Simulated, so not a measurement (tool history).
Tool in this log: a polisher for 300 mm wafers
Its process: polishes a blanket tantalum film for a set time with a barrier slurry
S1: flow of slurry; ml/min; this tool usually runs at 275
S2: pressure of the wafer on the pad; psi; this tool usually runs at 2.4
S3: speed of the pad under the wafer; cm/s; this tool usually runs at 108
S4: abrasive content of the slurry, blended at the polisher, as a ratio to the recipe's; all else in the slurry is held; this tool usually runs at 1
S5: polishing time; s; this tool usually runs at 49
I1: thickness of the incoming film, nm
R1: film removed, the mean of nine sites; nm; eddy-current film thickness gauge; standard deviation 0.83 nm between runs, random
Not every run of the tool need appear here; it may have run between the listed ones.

run	hour	S1	S2	S3	S4	S5	I1	R1
1	0	275	2.4	108	1	49	303.4	90.1
# hour 25.5: worn pad replaced by a new one
2	34.7	275	2.4	108	1	49	300.9	91
3	52.4	275	2.4	108	1	53	300.3	99.9
4	76.2	275	2.4	108	1	49	298.2	89.1
5	109.3	275	2.4	108	1	49	301.9	90.9
6	127.5	275	2.4	108	1	49	299.3	90.5
# hour 143.9: head pressure recalibrated
7	160.6	275	2.4	108	1	49	299.7	92
# hour 168.6: slurry nozzle cleaned
# hour 173: slurry blender recalibrated
8	192.7	275	2.4	108	1	49	295	91.6
9	208.1	275	2.4	108	1	49	299.4	90.9
# hour 226.7: worn pad replaced by a new one
10	233.1	240	2.4	108	1	49	299.3	90.1
11	257.4	275	2.4	108	1	49	302.2	90.1
12	360.7	275	2.4	92	1	49	298.6	76.5
13	374.5	275	2.4	108	1	49	294.9	92.2
# hour 394.6: slurry nozzle cleaned
14	433.5	365	1.9	138	1	49	299.6	94.4
15	445.6	275	2.4	136	0.85	63	300.6	142.4
16	466.1	275	2.4	108	1	49	302.3	92.2
# hour 472.6: worn pad replaced by a new one
# hour 513.1: slurry blender recalibrated
17	568.4	235	2.8	108	1	32	300.8	69.2
18	583.9	240	2.4	108	1	49	303.3	88.7
19	613.5	275	2.4	108	1.25	66	299.3	130.2
20	639.3	310	1.9	108	1	60	298.4	90.2
21	652.2	210	2.4	90	1	49	298.6	73.3
# hour 661.7: slurry nozzle cleaned
22	668.7	320	2.7	108	1.25	66	299.1	145
# hour 679: worn pad replaced by a new one
23	686.7	250	2	122	1	43	297.7	74.5
24	707.9	275	2.4	108	1.1	49	300.6	93
25	729	275	3.1	108	1	49	300.2	118.3
26	762.3	275	2.4	108	1	55	298.5	102.3
27	789.9	275	2.4	108	1.2	49	299.9	94.9
28	805	275	3.1	108	1	61	299.9	146.7
# hour 808.4: slurry blender recalibrated
29	833.5	275	2.4	108	1	49	302.1	89.8
30	868.3	230	2.4	142	1	49	305.3	118.1
# hour 877.2: slurry nozzle cleaned
31	902.5	250	1.6	108	1	49	300.1	60.8

Predict each of these 3 candidate next runs independently; none follows another, all start after run 31:
A	902.9	275	2.4	120	1	49	304.2	?
B	902.9	340	2.4	108	1	49	304.2	?
C	902.9	305	2.4	108	1	49	304.2	?

run	R1
A	101.2
B	92.8
C	92
Without the tool's unlogged condition, the same runs would have read:
run	R1
A	101.2
B	92.8
C	92
